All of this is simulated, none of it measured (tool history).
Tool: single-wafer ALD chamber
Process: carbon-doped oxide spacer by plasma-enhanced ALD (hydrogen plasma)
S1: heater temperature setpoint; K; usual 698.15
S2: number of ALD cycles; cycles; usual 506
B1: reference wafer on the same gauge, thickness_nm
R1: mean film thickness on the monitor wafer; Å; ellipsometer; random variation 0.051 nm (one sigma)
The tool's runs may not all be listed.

run 1 day=0 | S1=694.15 S2=506 | B1=21.406 | R1=209.26
-- day=1.112 thermocouple changed; heater temperature recalibrated
run 2 day=3.071 | S1=694.15 S2=506 | B1=21.4 | R1=205.83
run 3 day=6.733 | S1=698.15 S2=506 | B1=21.407 | R1=202.65
run 4 day=8.983 | S1=698.15 S2=506 | B1=21.395 | R1=202.94
run 5 day=11.854 | S1=698.15 S2=506 | B1=21.41 | R1=202.56
run 6 day=15.821 | S1=698.15 S2=506 | B1=21.392 | R1=203.98
run 7 day=18.3 | S1=707.15 S2=506 | B1=21.4 | R1=197.14
run 8 day=20.238 | S1=707.15 S2=506 | B1=21.393 | R1=197.32
run 9 day=24.729 | S1=707.15 S2=506 | B1=21.398 | R1=197.48
run 10 day=28.942 | S1=698.15 S2=506 | B1=21.385 | R1=204.94
run 11 day=31.75 | S1=698.15 S2=506 | B1=21.401 | R1=205.23
-- day=33.783 gauge calibrated
run 12 day=33.983 | S1=698.15 S2=506 | B1=21.389 | R1=205.75
run 13 day=37.146 | S1=698.15 S2=480 | B1=21.401 | R1=195.2
run 14 day=41.358 | S1=698.15 S2=480 | B1=21.408 | R1=194.36
run 15 day=43.888 | S1=684.15 S2=506 | B1=21.402 | R1=215.64
run 16 day=46.779 | S1=698.15 S2=506 | B1=21.402 | R1=205.98
run 17 day=49.529 | S1=711.15 S2=562 | B1=21.397 | R1=217.82
run 18 day=61.95 | S1=693.15 S2=447 | B1=21.398 | R1=186.24
-- day=63.367 thermocouple changed; heater temperature recalibrated
run 19 day=65.538 | S1=694.15 S2=535 | B1=21.405 | R1=217.21
run 20 day=69.758 | S1=698.15 S2=506 | B1=21.404 | R1=202.58
run 21 day=72.879 | S1=686.15 S2=419 | B1=21.404 | R1=174.85
run 22 day=77.108 | S1=698.15 S2=461 | B1=21.393 | R1=186.23
run 23 day=79.262 | S1=686.15 S2=588 | B1=21.398 | R1=246.82
run 24 day=80.917 | S1=698.15 S2=413 | B1=21.399 | R1=166.29
run 25 day=84.675 | S1=689.15 S2=435 | B1=21.395 | R1=181.81
run 26 day=89.146 | S1=692.15 S2=506 | B1=21.402 | R1=209.35
run 27 day=91.312 | S1=702.15 S2=577 | B1=21.405 | R1=228.97
run 28 day=98.117 | S1=704.15 S2=577 | B1=21.399 | R1=229.87
run 29 day=100.25 | S1=698.15 S2=480 | B1=21.411 | R1=194.8

Forecast each of these 4 alternatives for the next run:
run A day=100.3 | S1=698.15 S2=506 | B1=? | R1=?
run B day=100.3 | S1=712.15 S2=600 | B1=? | R1=?
run C day=100.3 | S1=686.15 S2=541 | B1=? | R1=?
run D day=100.3 | S1=684.15 S2=564 | B1=? | R1=?

run=A B1=21.39 R1=205.56
run=B B1=21.39 R1=231.3
run=C B1=21.39 R1=229.4
run=D B1=21.39 R1=240.82
Without the tool's hidden state the same runs would have given:
run=A R1=202.79
run=B R1=228.01
run=C R1=226.43
run=D R1=237.73
